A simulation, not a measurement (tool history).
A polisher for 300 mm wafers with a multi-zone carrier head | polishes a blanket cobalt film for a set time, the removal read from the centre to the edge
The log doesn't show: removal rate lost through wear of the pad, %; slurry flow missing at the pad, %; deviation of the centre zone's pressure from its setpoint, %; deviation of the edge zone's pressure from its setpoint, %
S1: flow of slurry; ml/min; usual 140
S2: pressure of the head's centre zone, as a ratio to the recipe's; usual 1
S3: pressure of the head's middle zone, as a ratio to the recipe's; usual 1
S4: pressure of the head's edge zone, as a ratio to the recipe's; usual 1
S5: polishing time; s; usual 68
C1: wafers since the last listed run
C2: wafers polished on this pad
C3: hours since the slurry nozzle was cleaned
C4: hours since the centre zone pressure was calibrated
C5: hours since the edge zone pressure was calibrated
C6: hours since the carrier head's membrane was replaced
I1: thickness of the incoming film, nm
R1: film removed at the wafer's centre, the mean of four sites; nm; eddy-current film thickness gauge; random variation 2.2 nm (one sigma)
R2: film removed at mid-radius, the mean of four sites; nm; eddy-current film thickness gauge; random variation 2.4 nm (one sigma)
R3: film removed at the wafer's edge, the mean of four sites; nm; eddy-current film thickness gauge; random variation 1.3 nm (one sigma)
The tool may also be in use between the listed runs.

run     day   S1    S2    S3    S4  S5   C1    C2     C3      C4      C5     C6      I1     R1     R2     R3
  1       0  140     1     1     1  81    0   197  817.5  1329.2  1035.4  758.2  1126.8  177.7    190  193.4
  2    0.95  140     1  1.07     1  68  122   319  840.3    1352  1058.2    781  1134.7  146.4  173.2    160
  3   1.538  140     1     1     1  68   75   395  854.4  1366.1  1072.3  795.1  1137.4  140.4  160.4  158.1
  4   2.567  140     1     1     1  68  132   528  879.1  1390.8    1097  819.8  1125.3  139.6  160.7  157.2
  5   3.742  140  1.06     1   1.1  80  151   680  907.3    1419  1125.2    848  1152.3  172.6  185.8  194.3
      4.358  -- carrier head's membrane replaced by a new one
      4.542  -- centre zone pressure recalibrated
  6   4.954  105  1.04     1     1  68  118   798  936.4     9.9  1154.3   14.3  1161.6  151.7  151.1  151.4
      6.375  -- slurry nozzle cleaned
      6.429  -- edge zone pressure recalibrated
      7.504  -- worn pad replaced by a new one
  7   9.417  140     1     1     1  68  541   246     73     117    71.7  121.4  1136.8  159.3  160.9    162
  8  10.608  190     1     1     1  68  153   400  101.6   145.6   100.3    150  1137.3  161.9  168.2  163.6
  9  11.962  140     1     1  0.89  68  174   575  134.1   178.1   132.8  182.5  1154.2  154.9    158  148.5
 10  12.646  180  0.89     1     1  79   88   663  150.5   194.5   149.2  198.9  1139.2  169.9  189.8  186.6
 11  13.867  140     1     1     1  68  157   821  179.8   223.8   178.5  228.2  1142.9  154.5  155.8  154.3
 12  15.025  175     1  0.97  1.07  49  149   970  207.6   251.6   206.3    256  1139.4  109.3    110  116.9
 13  16.142  140  1.05  1.06  0.96  59  144  1114  234.4   278.4   233.1  282.8  1136.8  132.3  136.5  128.9
     16.308  -- worn pad replaced by a new one
 14  17.171  115  1.04     1     1  89  111   111  259.1   303.1   257.8  307.5  1128.7    214  203.8  212.5
 15  17.754  140     1     1     1  68   75   186  273.1   317.1   271.8  321.5  1128.6  158.5  160.9  160.9
 16  19.138  115   1.1     1     1  74  178   365  306.3   350.3     305  354.7  1138.5  174.3  172.6  170.2
 17  20.554  140     1     1     1  68  182   547  340.3   384.3     339  388.7  1153.8  155.5  161.3  155.3
 18  21.967  100     1     1     1  68  182   730  374.2   418.2   372.9  422.6  1144.6  144.7  150.2  150.8
 19  22.667  190     1     1     1  68   90   820    391     435   389.7  439.4  1145.8  155.6  164.2  157.7
 20  23.475  140     1     1     1  68  104   924  410.4   454.4   409.1  458.8  1157.1  152.1  155.7  154.5
 21  24.271  140     1     1     1  61  102  1027  429.5   473.5   428.2  477.9  1134.5  128.5  135.3  136.3
       24.8  -- worn pad replaced by a new one
 22  27.225  125   1.1  1.05  1.04  68  359   312  500.4   544.4   499.1  548.8  1128.4  159.8  165.7  161.5

Measured less the same run without the tool's hidden state. The same run-to-run variation is in both; the gauge's scatter may not be:
run     R1     R2     R3
  1  -20.8   -2.9   -3.1
  2  -18.9   -4.3     -4
  3  -19.2   -4.9   -4.9
  4    -21   -6.6   -6.6
  5  -28.6   -9.9  -10.4
  6   -8.9  -10.1  -10.2
  7   -3.3   -3.4   -3.4
  8   -5.6   -5.6   -5.4
  9   -7.8   -7.4     -7
 10    -10  -10.3  -10.1
 11  -11.4  -10.4  -10.4
 12   -9.7   -8.7   -9.3
 13  -13.6  -12.6  -11.9
 14   -5.1   -2.5   -2.6
 15   -4.9   -2.9   -2.9
 16   -8.2   -5.5   -5.5
 17   -9.9   -7.5   -7.2
 18  -11.8   -9.2   -9.2
 19    -14  -11.3  -10.9
 20  -15.3  -12.1  -11.9
 21  -14.3  -11.7  -11.7
 22  -11.2   -6.8   -6.6
